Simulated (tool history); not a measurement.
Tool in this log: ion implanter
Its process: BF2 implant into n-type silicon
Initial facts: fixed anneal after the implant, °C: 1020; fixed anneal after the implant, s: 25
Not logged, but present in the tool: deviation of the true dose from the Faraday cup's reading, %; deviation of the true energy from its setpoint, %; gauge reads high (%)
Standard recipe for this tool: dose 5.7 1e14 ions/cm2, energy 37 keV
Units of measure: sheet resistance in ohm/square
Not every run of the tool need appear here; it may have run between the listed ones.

run   hour  dose  energy  wafers since the last listed run  hours since the last dose calibration  hours since the extraction supply was calibrated  hours since the gauge calibration  read-back reference wafer on the same gauge, sheet resistance  sheet resistance
  1      0  6.91      37                                 0                                 1806.6                                            5493.7                               55.1                                                         241.89             174.3
  2   20.9   5.7      37                               450                                 1827.5                                            5514.6                                 76                                                         241.99            203.34
  3   38.7   5.7      37                               384                                 1845.3                                            5532.4                               93.8                                                         242.02            203.25
  4   55.3   5.7      37                               358                                 1861.9                                              5549                              110.4                                                         241.99            203.21
  5   69.8  4.46      37                               312                                 1876.4                                            5563.5                              124.9                                                         242.03            250.09
  6   77.9  4.46      37                               174                                 1884.5                                            5571.6                                133                                                         241.96            249.86
  7   89.8  4.46      37                               256                                 1896.4                                            5583.5                              144.9                                                         242.03            249.96
  8  110.7   5.7      37                               450                                 1917.3                                            5604.4                              165.8                                                         241.92            203.07
  9  121.9   5.7      37                               241                                 1928.5                                            5615.6                                177                                                         241.89            203.25
     133.7  -- gauge calibrated
 10  139.1   5.7      37                               371                                 1945.7                                            5632.8                                5.4                                                         241.96            203.58
 11  153.3   5.7      32                               306                                 1959.9                                              5647                               19.6                                                         241.93            207.29
 12  171.1   5.7      37                               384                                 1977.7                                            5664.8                               37.4                                                         241.93            203.37
     186.3  -- Faraday cup replaced and dose calibrated
 13  186.8  7.08    32.5                               166                                    0.5                                            5680.5                               53.1                                                         242.16             182.2
 14    197   5.7      37                               220                                   10.7                                            5690.7                               63.3                                                         241.93            213.01
 15  207.2   6.3      29                               220                                   20.9                                            5700.9                               73.5                                                          242.1            202.32
 16  224.1  4.29      37                               364                                   37.8                                            5717.8                               90.4                                                         241.84            271.29
 17  234.9  4.81    43.5                               233                                   48.6                                            5728.6                              101.2                                                         241.92            241.21
 18  245.4  5.09      45                               226                                   59.1                                            5739.1                              111.7                                                         241.97            228.99
 19  258.9   5.7      32                               291                                   72.6                                            5752.6                              125.2                                                         241.87            215.74
     267.7  -- extraction supply calibrated
 20  275.7  6.22    32.5                               189                                   89.4                                                 8                                142                                                         241.88            201.14
 21  291.3  6.27      27                               336                                    105                                              23.6                              157.6                                                         242.01            205.36
 22  298.1  7.32      44                               146                                  111.8                                              30.4                              164.4                                                         241.89            168.31
 23  309.1  4.86      33                               237                                  122.8                                              41.4                              175.4                                                         241.92            244.12
 24  320.7   5.7      37                               250                                  134.4                                                53                                187                                                         242.08            211.18
     322.2  -- gauge calibrated
 25  335.7  7.06      50                               323                                  149.4                                                68                               13.5                                                         241.96            170.73

3 options for the next run, each taken on its own from the tool as it stands now. Forecast them:
  A  336.1   5.7      37                                 8                                  149.8                                              68.4                               13.9                                                              ?                 ?
  B  336.1  6.65      50                                 8                                  149.8                                              68.4                               13.9                                                              ?                 ?
  C  336.1  4.41      37                                 8                                  149.8                                              68.4                               13.9                                                              ?                 ?

run  read-back reference wafer on the same gauge, sheet resistance  sheet resistance
  A                                                         241.96            210.84
  B                                                         241.96            179.37
  C                                                         241.96            261.97
With no hidden state in the tool, these same runs would have given:
run  sheet resistance
  A            212.14
  B            180.51
  C            263.63

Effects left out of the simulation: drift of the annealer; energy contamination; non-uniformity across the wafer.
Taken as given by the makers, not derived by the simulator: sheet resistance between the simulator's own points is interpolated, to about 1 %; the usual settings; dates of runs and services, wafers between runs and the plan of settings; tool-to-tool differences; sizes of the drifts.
